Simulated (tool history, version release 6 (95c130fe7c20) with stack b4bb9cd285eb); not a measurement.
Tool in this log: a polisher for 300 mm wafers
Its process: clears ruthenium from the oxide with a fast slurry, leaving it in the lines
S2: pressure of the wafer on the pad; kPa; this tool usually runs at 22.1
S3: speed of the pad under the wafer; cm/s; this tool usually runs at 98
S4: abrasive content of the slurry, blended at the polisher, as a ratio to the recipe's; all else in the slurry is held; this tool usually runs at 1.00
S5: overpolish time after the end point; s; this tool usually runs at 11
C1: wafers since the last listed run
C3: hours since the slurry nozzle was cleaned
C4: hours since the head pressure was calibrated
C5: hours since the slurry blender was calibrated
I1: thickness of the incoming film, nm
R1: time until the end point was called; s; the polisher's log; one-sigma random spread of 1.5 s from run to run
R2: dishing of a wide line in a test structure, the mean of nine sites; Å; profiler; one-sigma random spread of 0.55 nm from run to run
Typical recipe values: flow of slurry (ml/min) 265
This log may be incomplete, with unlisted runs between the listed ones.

run 1 hour=0.0 | flow_of_slurry_(ml/min)=265 S2=22.1 S3=98 S4=0.90 S5=11 | C1=0 wafers_polished_on_this_pad=262 C3=20.8 C4=543.3 C5=134.2 | I1=322.3 | R1=88.5 R2=323
run 2 hour=99.2 | flow_of_slurry_(ml/min)=265 S2=22.1 S3=98 S4=0.90 S5=11 | C1=1192 wafers_polished_on_this_pad=1454 C3=120.0 C4=642.5 C5=233.4 | I1=321.2 | R1=89.5 R2=339
-- hour=150.2 slurry blender recalibrated
run 3 hour=159.8 | flow_of_slurry_(ml/min)=265 S2=22.1 S3=98 S4=0.90 S5=11 | C1=704 wafers_polished_on_this_pad=2158 C3=180.6 C4=703.1 C5=9.6 | I1=317.5 | R1=89.6 R2=330
-- hour=168.9 worn pad replaced by a new one
run 4 hour=258.8 | flow_of_slurry_(ml/min)=265 S2=22.1 S3=98 S4=1.00 S5=11 | C1=1141 wafers_polished_on_this_pad=1080 C3=279.6 C4=802.1 C5=108.6 | I1=313.4 | R1=83.3 R2=330
-- hour=304.3 slurry nozzle cleaned
run 5 hour=331.5 | flow_of_slurry_(ml/min)=265 S2=22.1 S3=98 S4=1.00 S5=11 | C1=861 wafers_polished_on_this_pad=1942 C3=27.2 C4=874.8 C5=181.3 | I1=316.3 | R1=87.0 R2=340
-- hour=357.0 worn pad replaced by a new one
run 6 hour=375.4 | flow_of_slurry_(ml/min)=265 S2=22.1 S3=78 S4=1.00 S5=11 | C1=479 wafers_polished_on_this_pad=221 C3=71.1 C4=918.7 C5=225.2 | I1=319.3 | R1=101.1 R2=284
-- hour=416.3 slurry blender recalibrated
run 7 hour=483.1 | flow_of_slurry_(ml/min)=265 S2=22.1 S3=78 S4=1.00 S5=11 | C1=1270 wafers_polished_on_this_pad=1491 C3=178.8 C4=1026.4 C5=66.8 | I1=322.1 | R1=105.5 R2=288
-- hour=540.9 worn pad replaced by a new one
run 8 hour=586.1 | flow_of_slurry_(ml/min)=265 S2=17.9 S3=70 S4=1.00 S5=11 | C1=1189 wafers_polished_on_this_pad=543 C3=281.8 C4=1129.4 C5=169.8 | I1=320.8 | R1=142.9 R2=207
-- hour=596.6 slurry nozzle cleaned
-- hour=613.8 head pressure recalibrated
run 9 hour=687.5 | flow_of_slurry_(ml/min)=300 S2=22.1 S3=78 S4=1.00 S5=11 | C1=1182 wafers_polished_on_this_pad=1725 C3=90.9 C4=73.7 C5=271.2 | I1=322.2 | R1=97.0 R2=297
-- hour=714.5 worn pad replaced by a new one
-- hour=734.2 slurry blender recalibrated
run 10 hour=789.5 | flow_of_slurry_(ml/min)=300 S2=22.1 S3=78 S4=1.00 S5=11 | C1=1153 wafers_polished_on_this_pad=877 C3=192.9 C4=175.7 C5=55.3 | I1=322.1 | R1=98.5 R2=300
run 11 hour=835.6 | flow_of_slurry_(ml/min)=265 S2=25.5 S3=98 S4=1.00 S5=11 | C1=553 wafers_polished_on_this_pad=1431 C3=239.0 C4=221.8 C5=101.4 | I1=321.9 | R1=73.4 R2=393
run 12 hour=872.0 | flow_of_slurry_(ml/min)=265 S2=22.1 S3=98 S4=0.90 S5=11 | C1=437 wafers_polished_on_this_pad=1868 C3=275.4 C4=258.2 C5=137.8 | I1=321.7 | R1=90.0 R2=325
-- hour=892.9 worn pad replaced by a new one
run 13 hour=931.6 | flow_of_slurry_(ml/min)=265 S2=22.1 S3=98 S4=1.30 S5=11 | C1=668 wafers_polished_on_this_pad=464 C3=335.0 C4=317.8 C5=197.4 | I1=319.6 | R1=76.5 R2=380
-- hour=934.4 slurry nozzle cleaned
run 14 hour=984.4 | flow_of_slurry_(ml/min)=190 S2=22.1 S3=98 S4=0.85 S5=7 | C1=622 wafers_polished_on_this_pad=1087 C3=50.0 C4=370.6 C5=250.2 | I1=323.8 | R1=98.8 R2=203

Consider 5 possible next runs. They are alternatives, not a sequence: every one starts from the tool as it was left by run 14. What does each give?
run A hour=984.8 | flow_of_slurry_(ml/min)=200 S2=22.1 S3=98 S4=1.00 S5=11 | C1=4 wafers_polished_on_this_pad=1092 C3=50.4 C4=371.0 C5=250.6 | I1=325.0 | R1=? R2=?
run B hour=984.8 | flow_of_slurry_(ml/min)=265 S2=22.1 S3=112 S4=1.00 S5=11 | C1=4 wafers_polished_on_this_pad=1092 C3=50.4 C4=371.0 C5=250.6 | I1=325.0 | R1=? R2=?
run C hour=984.8 | flow_of_slurry_(ml/min)=265 S2=22.1 S3=98 S4=1.25 S5=11 | C1=4 wafers_polished_on_this_pad=1092 C3=50.4 C4=371.0 C5=250.6 | I1=325.0 | R1=? R2=?
run D hour=984.8 | flow_of_slurry_(ml/min)=325 S2=22.1 S3=72 S4=1.00 S5=11 | C1=4 wafers_polished_on_this_pad=1092 C3=50.4 C4=371.0 C5=250.6 | I1=325.0 | R1=? R2=?
run E hour=984.8 | flow_of_slurry_(ml/min)=290 S2=22.1 S3=98 S4=1.00 S5=11 | C1=4 wafers_polished_on_this_pad=1092 C3=50.4 C4=371.0 C5=250.6 | I1=325.0 | R1=? R2=?

run=A R1=89.1 R2=320
run=B R1=77.1 R2=365
run=C R1=78.3 R2=360
run=D R1=106.2 R2=272
run=E R1=85.0 R2=334
With no hidden state in the tool, these same runs would have given:
run=A R1=87.4 R2=326
run=B R1=75.7 R2=372
run=C R1=76.8 R2=367
run=D R1=104.2 R2=277
run=E R1=83.4 R2=340
